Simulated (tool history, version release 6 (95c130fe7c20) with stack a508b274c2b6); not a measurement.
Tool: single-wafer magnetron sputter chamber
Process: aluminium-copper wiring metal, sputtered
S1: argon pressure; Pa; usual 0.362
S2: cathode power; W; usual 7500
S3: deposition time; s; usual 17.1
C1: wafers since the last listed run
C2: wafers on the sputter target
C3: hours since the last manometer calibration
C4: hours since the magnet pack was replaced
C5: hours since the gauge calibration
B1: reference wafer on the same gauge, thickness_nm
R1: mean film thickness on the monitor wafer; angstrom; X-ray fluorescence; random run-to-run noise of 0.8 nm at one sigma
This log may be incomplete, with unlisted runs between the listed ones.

Run 1, day 0.000: usual settings but S1 0.275 Pa; C1 0; C2 6194; C3 1703.3; C4 10324.1; C5 1037.0; B1 245.004. Result: R1 2257.50 angstrom.
Run 2, day 3.271: usual settings; C1 2136; C2 8330; C3 1781.8; C4 10402.6; C5 1115.5; B1 245.246. Result: R1 2184.56 angstrom.
Run 3, day 5.279: usual settings; C1 1311; C2 9642; C3 1830.0; C4 10450.8; C5 1163.7; B1 245.150. Result: R1 2171.39 angstrom.
Run 4, day 8.583: usual settings; C1 2158; C2 11800; C3 1909.3; C4 10530.1; C5 1243.0; B1 245.797. Result: R1 2176.20 angstrom.
Run 5, day 11.588: usual settings but S1 0.452 Pa; C1 1962; C2 13762; C3 1981.4; C4 10602.2; C5 1315.1; B1 245.631. Result: R1 2072.53 angstrom.
At day 13.267: sputter target and shields replaced.
Run 6, day 22.354: usual settings but S1 0.452 Pa; C1 6814; C2 5936; C3 2239.8; C4 10860.6; C5 1573.5; B1 246.362. Result: R1 2078.87 angstrom.
Run 7, day 24.646: usual settings but S2 6500 W, S3 15.9 s; C1 1496; C2 7433; C3 2294.8; C4 10915.6; C5 1628.5; B1 246.703. Result: R1 1810.76 angstrom.
Run 8, day 28.779: usual settings; C1 2699; C2 10132; C3 2394.0; C4 11014.8; C5 1727.7; B1 246.856. Result: R1 2178.46 angstrom.
Run 9, day 32.267: usual settings; C1 2277; C2 12410; C3 2477.7; C4 11098.5; C5 1811.4; B1 246.890. Result: R1 2189.28 angstrom.
At day 36.938: capacitance manometer re-zeroed and calibrated.
Run 10, day 36.958: usual settings; C1 2846; C2 15257; C3 0.5; C4 11211.1; C5 1924.0; B1 246.706. Result: R1 2190.45 angstrom.
At day 38.312: sputter target and shields replaced.
Run 11, day 40.654: usual settings but S1 0.440 Pa, S2 8000 W; C1 2196; C2 1529; C3 89.2; C4 11299.8; C5 2012.7; B1 247.184. Result: R1 2210.90 angstrom.
Run 12, day 42.612: usual settings but S1 0.440 Pa, S2 8000 W; C1 1279; C2 2809; C3 136.2; C4 11346.8; C5 2059.7; B1 247.157. Result: R1 2217.52 angstrom.
Run 13, day 44.421: usual settings but S1 0.440 Pa, S2 8000 W; C1 1181; C2 3990; C3 179.6; C4 11390.2; C5 2103.1; B1 247.211. Result: R1 2211.52 angstrom.
Run 14, day 46.279: usual settings but S1 0.316 Pa; C1 1213; C2 5204; C3 224.2; C4 11434.8; C5 2147.7; B1 247.391. Result: R1 2225.28 angstrom.
Run 15, day 51.975: usual settings; C1 3720; C2 8924; C3 360.9; C4 11571.5; C5 2284.4; B1 247.465. Result: R1 2181.55 angstrom.
Run 16, day 53.525: usual settings; C1 1012; C2 9936; C3 398.1; C4 11608.7; C5 2321.6; B1 247.356. Result: R1 2197.51 angstrom.
Run 17, day 57.146: usual settings; C1 2365; C2 12302; C3 485.0; C4 11695.6; C5 2408.5; B1 247.680. Result: R1 2189.83 angstrom.
Run 18, day 59.121: usual settings but S1 0.263 Pa; C1 1290; C2 13592; C3 532.4; C4 11743.0; C5 2455.9; B1 247.317. Result: R1 2322.61 angstrom.
At day 61.046: sputter target and shields replaced.
Run 19, day 61.517: usual settings but S1 0.476 Pa, S2 9000 W, S3 14.2 s; C1 1347; C2 307; C3 589.9; C4 11800.5; C5 2513.4; B1 247.645. Result: R1 2009.53 angstrom.
Run 20, day 65.762: usual settings but S1 0.242 Pa, S2 5900 W, S3 20.0 s; C1 2773; C2 3080; C3 691.8; C4 11902.4; C5 2615.3; B1 247.926. Result: R1 2247.65 angstrom.
At day 66.046: gauge calibrated.
Run 21, day 68.871: usual settings; C1 2030; C2 5110; C3 766.4; C4 11977.0; C5 67.8; B1 233.719. Result: R1 2061.60 angstrom.
At day 70.200: magnet pack replaced.
Run 22, day 70.904: usual settings; C1 1110; C2 6221; C3 815.2; C4 16.9; C5 116.6; B1 234.147. Result: R1 2066.32 angstrom.
Run 23, day 74.458: usual settings but S1 0.455 Pa, S2 6350 W; C1 2321; C2 8542; C3 900.5; C4 102.2; C5 201.9; B1 235.147. Result: R1 1740.46 angstrom.
Run 24, day 76.621: usual settings but S3 19.1 s; C1 1412; C2 9955; C3 952.4; C4 154.1; C5 253.8; B1 235.894. Result: R1 2328.20 angstrom.
At day 80.238: sputter target and shields replaced.
Run 25, day 80.379: usual settings but S1 0.303 Pa, S2 6100 W, S3 13.8 s; C1 2237; C2 93; C3 1042.6; C4 244.3; C5 344.0; B1 236.675. Result: R1 1469.45 angstrom.
Run 26, day 82.954: usual settings; C1 1681; C2 1775; C3 1104.4; C4 306.1; C5 405.8; B1 237.037. Result: R1 2106.88 angstrom.
Run 27, day 86.375: usual settings; C1 2234; C2 4010; C3 1186.5; C4 388.2; C5 487.9; B1 237.903. Result: R1 2101.25 angstrom.
Run 28, day 87.921: usual settings but S2 6750 W, S3 15.4 s; C1 1009; C2 5019; C3 1223.6; C4 425.3; C5 525.0; B1 238.204. Result: R1 1736.81 angstrom.
Run 29, day 91.975: usual settings; C1 2648; C2 7667; C3 1320.9; C4 522.6; C5 622.3; B1 238.693. Result: R1 2111.90 angstrom.
Run 30, day 94.421: usual settings but S3 14.5 s; C1 1597; C2 9265; C3 1379.6; C4 581.3; C5 681.0; B1 238.869. Result: R1 1784.05 angstrom.
Run 31, day 96.992: usual settings but S1 0.281 Pa, S3 20.2 s; C1 1679; C2 10944; C3 1441.3; C4 643.0; C5 742.7; B1 239.213. Result: R1 2600.35 angstrom.
Run 32, day 98.588: usual settings but S1 0.428 Pa, S2 6150 W, S3 20.4 s; C1 1042; C2 11987; C3 1479.6; C4 681.3; C5 781.0; B1 239.427. Result: R1 2082.68 angstrom.
Run 33, day 101.767: usual settings but S1 0.450 Pa; C1 2076; C2 14063; C3 1555.9; C4 757.6; C5 857.3; B1 240.096. Result: R1 2025.87 angstrom.
At day 103.021: sputter target and shields replaced.
Run 34, day 104.212: usual settings but S1 0.238 Pa, S2 6750 W; C1 1379; C2 778; C3 1614.6; C4 816.3; C5 916.0; B1 240.355. Result: R1 2056.25 angstrom.
Run 35, day 107.296: usual settings but S2 8850 W, S3 14.9 s; C1 2013; C2 2792; C3 1688.6; C4 890.3; C5 990.0; B1 240.737. Result: R1 2134.32 angstrom.

What differs in the tool's unlogged condition from the final listed run ahead of each entry between runs to the first listed run following it?
Logged between run 5 and run 6: sputter target and shields replaced (day 13.267)
  gauge reads high (%): 4.61 -> 4.88
  difference, measured minus the result without the unlogged condition, R1: +91.39 -> +96.70 angstrom
Logged between run 9 and run 10: capacitance manometer re-zeroed and calibrated (day 36.938)
  gauge reads high (%): 5.06 -> 5.13
  difference, measured minus the result without the unlogged condition, R1: +105.45 -> +106.89 angstrom
Logged between run 10 and run 11: sputter target and shields replaced (day 38.312)
  gauge reads high (%): 5.13 -> 5.18
  difference, measured minus the result without the unlogged condition, R1: +106.89 -> +108.86 angstrom
Logged between run 18 and run 19: sputter target and shields replaced (day 61.046)
  gauge reads high (%): 5.36 -> 5.37
  difference, measured minus the result without the unlogged condition, R1: +118.11 -> +102.50 angstrom
Logged between run 20 and run 21: gauge calibrated (day 66.046)
  gauge reads high (%): 5.4 -> -0.589
  difference, measured minus the result without the unlogged condition, R1: +115.20 -> -12.21 angstrom
Logged between run 21 and run 22: magnet pack replaced (day 70.200)
  gauge reads high (%): -0.589 -> -0.339
  difference, measured minus the result without the unlogged condition, R1: -12.21 -> -7.03 angstrom
Logged between run 24 and run 25: sputter target and shields replaced (day 80.238)
  gauge reads high (%): 0.291 -> 0.652
  difference, measured minus the result without the unlogged condition, R1: +6.75 -> +9.52 angstrom
Logged between run 33 and run 34: sputter target and shields replaced (day 103.021)
  gauge reads high (%): 2.11 -> 2.23
  difference, measured minus the result without the unlogged condition, R1: +41.86 -> +44.79 angstrom
